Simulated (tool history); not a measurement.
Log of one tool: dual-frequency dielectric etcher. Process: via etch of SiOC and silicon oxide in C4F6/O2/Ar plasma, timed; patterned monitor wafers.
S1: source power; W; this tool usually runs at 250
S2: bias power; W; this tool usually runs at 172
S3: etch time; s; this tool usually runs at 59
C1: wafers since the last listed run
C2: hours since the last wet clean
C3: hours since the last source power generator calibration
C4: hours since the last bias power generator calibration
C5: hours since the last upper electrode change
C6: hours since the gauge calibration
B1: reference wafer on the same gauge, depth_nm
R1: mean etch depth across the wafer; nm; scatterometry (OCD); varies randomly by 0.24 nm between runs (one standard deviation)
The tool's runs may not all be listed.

run 1 day=0 | S1=250 S2=172 S3=59 | C1=0 C2=245.8 C3=2730.1 C4=4560.9 C5=4024.2 C6=921.5 | B1=61 | R1=54.5
run 2 day=1.083 | S1=250 S2=172 S3=59 | C1=276 C2=271.8 C3=2756.1 C4=4586.9 C5=4050.2 C6=947.5 | B1=61.1 | R1=54.9
run 3 day=2.942 | S1=250 S2=172 S3=59 | C1=474 C2=316.4 C3=2800.7 C4=4631.5 C5=4094.8 C6=992.1 | B1=61.1 | R1=55.1
run 4 day=5.012 | S1=250 S2=172 S3=59 | C1=529 C2=366.1 C3=2850.4 C4=4681.2 C5=4144.5 C6=1041.8 | B1=61 | R1=55.1
run 5 day=6.054 | S1=290 S2=172 S3=59 | C1=266 C2=391.1 C3=2875.4 C4=4706.2 C5=4169.5 C6=1066.8 | B1=61 | R1=58.6
run 6 day=8.454 | S1=290 S2=172 S3=59 | C1=613 C2=448.7 C3=2933 C4=4763.8 C5=4227.1 C6=1124.4 | B1=61 | R1=59.1
-- day=9.508 upper electrode replaced
-- day=9.917 wet clean of the chamber
run 7 day=10.521 | S1=250 S2=172 S3=45 | C1=168 C2=14.5 C3=2982.6 C4=4813.4 C5=24.3 C6=1174 | B1=61.1 | R1=41.2
run 8 day=12.738 | S1=250 S2=172 S3=45 | C1=566 C2=67.7 C3=3035.8 C4=4866.6 C5=77.5 C6=1227.2 | B1=61 | R1=41.6
run 9 day=14.821 | S1=250 S2=172 S3=59 | C1=532 C2=117.7 C3=3085.8 C4=4916.6 C5=127.5 C6=1277.2 | B1=60.9 | R1=54.9
run 10 day=16.854 | S1=250 S2=172 S3=59 | C1=519 C2=166.5 C3=3134.6 C4=4965.4 C5=176.3 C6=1326 | B1=61 | R1=54.7
run 11 day=18.796 | S1=250 S2=172 S3=59 | C1=496 C2=213.1 C3=3181.2 C4=5012 C5=222.9 C6=1372.6 | B1=60.9 | R1=55.2
run 12 day=19.917 | S1=210 S2=210 S3=74.5 | C1=286 C2=240 C3=3208.1 C4=5038.9 C5=249.8 C6=1399.5 | B1=61 | R1=68.8
-- day=20.225 bias power generator calibrated
run 13 day=21.012 | S1=250 S2=206 S3=54.5 | C1=237 C2=266.3 C3=3234.4 C4=18.9 C5=276.1 C6=1425.8 | B1=60.9 | R1=53.5
run 14 day=23.492 | S1=290 S2=172 S3=59 | C1=633 C2=325.8 C3=3293.9 C4=78.4 C5=335.6 C6=1485.3 | B1=61 | R1=59
run 15 day=25.267 | S1=230 S2=191 S3=49.5 | C1=453 C2=368.4 C3=3336.5 C4=121 C5=378.2 C6=1527.9 | B1=60.9 | R1=47
-- day=27.958 wet clean of the chamber
run 16 day=27.979 | S1=250 S2=172 S3=59 | C1=437 C2=0.5 C3=3401.6 C4=186.1 C5=443.3 C6=1593 | B1=61 | R1=53.3
run 17 day=30.058 | S1=310 S2=184 S3=44.5 | C1=531 C2=50.4 C3=3451.5 C4=236 C5=493.2 C6=1642.9 | B1=61 | R1=44.1
run 18 day=31.5 | S1=250 S2=172 S3=59 | C1=368 C2=85 C3=3486.1 C4=270.6 C5=527.8 C6=1677.5 | B1=61 | R1=53.3
-- day=32.654 source power generator calibrated
run 19 day=34.271 | S1=250 S2=145 S3=69.5 | C1=665 C2=151.5 C3=38.8 C4=337.1 C5=594.3 C6=1744 | B1=61 | R1=60.9
run 20 day=35.588 | S1=230 S2=172 S3=44.5 | C1=336 C2=183.1 C3=70.4 C4=368.7 C5=625.9 C6=1775.6 | B1=61 | R1=39.6
-- day=37.079 gauge calibrated
run 21 day=38.029 | S1=220 S2=172 S3=59 | C1=623 C2=241.7 C3=129 C4=427.3 C5=684.5 C6=22.8 | B1=61 | R1=51.7
run 22 day=39.121 | S1=210 S2=189 S3=48 | C1=278 C2=267.9 C3=155.2 C4=453.5 C5=710.7 C6=49 | B1=60.9 | R1=42.8
run 23 day=40.583 | S1=210 S2=194 S3=59 | C1=373 C2=303 C3=190.3 C4=488.6 C5=745.8 C6=84.1 | B1=61 | R1=53.1
run 24 day=42.383 | S1=270 S2=212 S3=48 | C1=459 C2=346.2 C3=233.5 C4=531.8 C5=789 C6=127.3 | B1=61 | R1=48.1
run 25 day=44.462 | S1=220 S2=172 S3=75.5 | C1=531 C2=396.1 C3=283.4 C4=581.7 C5=838.9 C6=177.2 | B1=61 | R1=68.1
-- day=46.471 wet clean of the chamber
run 26 day=46.588 | S1=250 S2=172 S3=59 | C1=287 C2=2.8 C3=334.4 C4=632.7 C5=889.9 C6=228.2 | B1=60.9 | R1=53.4
run 27 day=48.929 | S1=210 S2=152 S3=75 | C1=598 C2=59 C3=390.6 C4=688.9 C5=946.1 C6=284.4 | B1=61 | R1=62.5
run 28 day=51.15 | S1=190 S2=172 S3=59 | C1=567 C2=112.3 C3=443.9 C4=742.2 C5=999.4 C6=337.7 | B1=61.1 | R1=49.2
run 29 day=54 | S1=250 S2=212 S3=68.5 | C1=728 C2=180.7 C3=512.3 C4=810.6 C5=1067.8 C6=406.1 | B1=61.1 | R1=66.5

How the hidden state differs across the entries between the runs, from the last listed run before each to the first after it:
After run 6, before run 7: upper electrode replaced (day 9.508); wet clean of the chamber (day 9.917)
  etch rate over this chamber's usual, %: 4.61 -> 1.24
  measured minus no-state result, R1: +2.6 -> +0.5 nm
After run 12, before run 13: bias power generator calibrated (day 20.225)
  etch rate over this chamber's usual, %: 3.71 -> 4
  measured minus no-state result, R1: +2.4 -> +2.1 nm
After run 15, before run 16: wet clean of the chamber (day 27.958)
  etch rate over this chamber's usual, %: 5.12 -> -0.864
  measured minus no-state result, R1: +2.3 -> -0.4 nm
After run 18, before run 19: source power generator calibrated (day 32.654)
  etch rate over this chamber's usual, %: 0.0618 -> 0.79
  measured minus no-state result, R1: +0 -> +0.5 nm
After run 20, before run 21: gauge calibrated (day 37.079)
  etch rate over this chamber's usual, %: 1.14 -> 1.78
  measured minus no-state result, R1: +0.5 -> +0.9 nm
After run 25, before run 26: wet clean of the chamber (day 46.471)
  etch rate over this chamber's usual, %: 3.47 -> 0.0553
  measured minus no-state result, R1: +2.3 -> +0.1 nm
